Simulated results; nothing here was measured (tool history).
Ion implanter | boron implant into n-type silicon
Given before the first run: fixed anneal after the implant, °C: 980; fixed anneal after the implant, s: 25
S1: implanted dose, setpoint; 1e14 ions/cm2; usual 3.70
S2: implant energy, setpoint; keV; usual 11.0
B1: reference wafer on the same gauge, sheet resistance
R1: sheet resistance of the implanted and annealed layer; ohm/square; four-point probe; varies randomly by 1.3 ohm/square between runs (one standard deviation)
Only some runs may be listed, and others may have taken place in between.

run	hour	S1	S2	B1	R1
1	0.0	3.25	11.0	302.98	338.72
2	32.6	3.25	11.0	303.18	337.85
3	59.1	3.70	8.5	303.04	311.24
4	75.2	3.70	8.0	303.00	313.11
5	94.4	4.34	11.0	302.53	266.61
6	125.9	3.70	11.0	303.01	304.99
# hour 134.9: gauge calibrated
7	156.9	4.51	8.5	303.42	265.93
8	171.5	4.51	8.5	302.72	265.83
# hour 202.5: extraction supply calibrated
9	203.0	4.71	11.0	303.12	252.63

Estimate the outcome of run 10 from the log above:
10	217.9	4.68	11.0	?	?

Run 10 measured B1 303.24, R1 252.03 ohm/square.
If the tool had no hidden condition, the same run with the same run-to-run variation would have returned R1 242.96 ohm/square.
